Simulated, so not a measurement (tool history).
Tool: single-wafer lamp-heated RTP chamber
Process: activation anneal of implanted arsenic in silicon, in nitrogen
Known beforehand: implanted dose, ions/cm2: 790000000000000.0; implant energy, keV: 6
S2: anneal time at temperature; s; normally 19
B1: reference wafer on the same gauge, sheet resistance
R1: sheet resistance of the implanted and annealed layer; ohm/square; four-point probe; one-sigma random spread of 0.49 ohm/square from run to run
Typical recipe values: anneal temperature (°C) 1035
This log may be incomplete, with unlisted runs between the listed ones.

run 1 hour=0.0 | anneal_temperature_(°C)=1035 S2=22 | B1=157.03 | R1=150.77
run 2 hour=54.0 | anneal_temperature_(°C)=1035 S2=22 | B1=156.96 | R1=151.37
run 3 hour=100.0 | anneal_temperature_(°C)=1035 S2=22 | B1=157.00 | R1=151.54
-- hour=112.2 pyrometer window cleaned and pyrometer calibrated
run 4 hour=151.8 | anneal_temperature_(°C)=1053 S2=24 | B1=156.96 | R1=144.89
run 5 hour=243.0 | anneal_temperature_(°C)=1027 S2=15 | B1=156.96 | R1=165.68
run 6 hour=315.2 | anneal_temperature_(°C)=1027 S2=15 | B1=156.96 | R1=165.01
run 7 hour=378.3 | anneal_temperature_(°C)=1035 S2=19 | B1=156.98 | R1=154.53
-- hour=444.8 reflector plate cleaned
run 8 hour=465.9 | anneal_temperature_(°C)=1035 S2=19 | B1=156.97 | R1=156.36
run 9 hour=528.5 | anneal_temperature_(°C)=1035 S2=19 | B1=157.02 | R1=156.58
run 10 hour=635.6 | anneal_temperature_(°C)=1035 S2=19 | B1=157.02 | R1=154.77
run 11 hour=731.0 | anneal_temperature_(°C)=1035 S2=19 | B1=156.94 | R1=153.70
-- hour=773.7 pyrometer window cleaned and pyrometer calibrated
run 12 hour=814.4 | anneal_temperature_(°C)=1035 S2=19 | B1=157.01 | R1=156.35
run 13 hour=902.3 | anneal_temperature_(°C)=1035 S2=19 | B1=156.99 | R1=155.95
run 14 hour=961.1 | anneal_temperature_(°C)=1035 S2=24 | B1=156.91 | R1=150.39
run 15 hour=1044.3 | anneal_temperature_(°C)=1035 S2=24 | B1=156.94 | R1=149.44
-- hour=1109.3 reflector plate cleaned
run 16 hour=1137.8 | anneal_temperature_(°C)=1014 S2=26 | B1=157.04 | R1=159.37
run 17 hour=1240.0 | anneal_temperature_(°C)=1055 S2=19 | B1=156.96 | R1=146.22
-- hour=1326.7 pyrometer window cleaned and pyrometer calibrated
run 18 hour=1328.6 | anneal_temperature_(°C)=1026 S2=19 | B1=156.88 | R1=160.62
-- hour=1344.6 gauge calibrated
run 19 hour=1370.9 | anneal_temperature_(°C)=1043 S2=13 | B1=156.86 | R1=159.26
run 20 hour=1413.1 | anneal_temperature_(°C)=1056 S2=15 | B1=156.99 | R1=149.94
run 21 hour=1519.3 | anneal_temperature_(°C)=1012 S2=14 | B1=156.99 | R1=176.60
run 22 hour=1602.9 | anneal_temperature_(°C)=1054 S2=30 | B1=157.07 | R1=140.18
run 23 hour=1690.0 | anneal_temperature_(°C)=1035 S2=19 | B1=157.13 | R1=153.59
-- hour=1787.6 reflector plate cleaned
run 24 hour=1797.2 | anneal_temperature_(°C)=1035 S2=19 | B1=156.97 | R1=156.30
run 25 hour=1889.5 | anneal_temperature_(°C)=1035 S2=19 | B1=157.04 | R1=155.03
-- hour=1905.0 pyrometer window cleaned and pyrometer calibrated
run 26 hour=1985.4 | anneal_temperature_(°C)=1035 S2=19 | B1=157.07 | R1=155.97
run 27 hour=2063.7 | anneal_temperature_(°C)=1035 S2=19 | B1=157.05 | R1=156.42
run 28 hour=2121.3 | anneal_temperature_(°C)=1035 S2=9 | B1=157.03 | R1=173.82
run 29 hour=2196.3 | anneal_temperature_(°C)=1062 S2=19 | B1=157.08 | R1=143.93
run 30 hour=2352.5 | anneal_temperature_(°C)=1044 S2=24 | B1=156.96 | R1=145.17
-- hour=2428.4 reflector plate cleaned
run 31 hour=2442.1 | anneal_temperature_(°C)=1048 S2=19 | B1=156.93 | R1=150.17
-- hour=2467.8 pyrometer window cleaned and pyrometer calibrated
run 32 hour=2489.2 | anneal_temperature_(°C)=1011 S2=22 | B1=156.89 | R1=169.57
run 33 hour=2545.5 | anneal_temperature_(°C)=1035 S2=19 | B1=157.12 | R1=156.88
run 34 hour=2628.7 | anneal_temperature_(°C)=1006 S2=13 | B1=157.05 | R1=185.79
run 35 hour=2679.1 | anneal_temperature_(°C)=1035 S2=19 | B1=156.93 | R1=155.56
run 36 hour=2752.7 | anneal_temperature_(°C)=1011 S2=15 | B1=156.91 | R1=175.26

Exercise: give the hidden state of the tool at every run:
gauge reads high (%): 0 at every run
H1: true wafer temperature minus pyrometer reading, K
H2: wafer temperature error from the tarnished reflector plate, K
run=1 H1=5.58 H2=2.88
run=2 H1=6.18 H2=3.61
run=3 H1=6.68 H2=4.1
run=4 H1=0.535 H2=4.54
run=5 H1=1.54 H2=5.09
run=6 H1=2.33 H2=5.39
run=7 H1=3.02 H2=5.58
run=8 H1=3.98 H2=1.08
run=9 H1=4.66 H2=2.43
run=10 H1=5.84 H2=3.98
run=11 H1=6.88 H2=4.83
run=12 H1=0.803 H2=5.32
run=13 H1=1.77 H2=5.66
run=14 H1=2.41 H2=5.82
run=15 H1=3.32 H2=5.98
run=16 H1=4.35 H2=1.51
run=17 H1=5.47 H2=3.45
run=18 H1=0.839 H2=4.52
run=19 H1=1.3 H2=4.89
run=20 H1=1.77 H2=5.2
run=21 H1=2.93 H2=5.74
run=22 H1=3.85 H2=6.01
run=23 H1=4.8 H2=6.2
run=24 H1=5.98 H2=0.508
run=25 H1=6.99 H2=2.47
run=26 H1=0.915 H2=3.77
run=27 H1=1.77 H2=4.48
run=28 H1=2.41 H2=4.85
run=29 H1=3.23 H2=5.21
run=30 H1=4.94 H2=5.64
run=31 H1=5.92 H2=0.665
run=32 H1=0.735 H2=1.75
run=33 H1=1.35 H2=2.77
run=34 H1=2.26 H2=3.85
run=35 H1=2.82 H2=4.33
run=36 H1=3.62 H2=4.85

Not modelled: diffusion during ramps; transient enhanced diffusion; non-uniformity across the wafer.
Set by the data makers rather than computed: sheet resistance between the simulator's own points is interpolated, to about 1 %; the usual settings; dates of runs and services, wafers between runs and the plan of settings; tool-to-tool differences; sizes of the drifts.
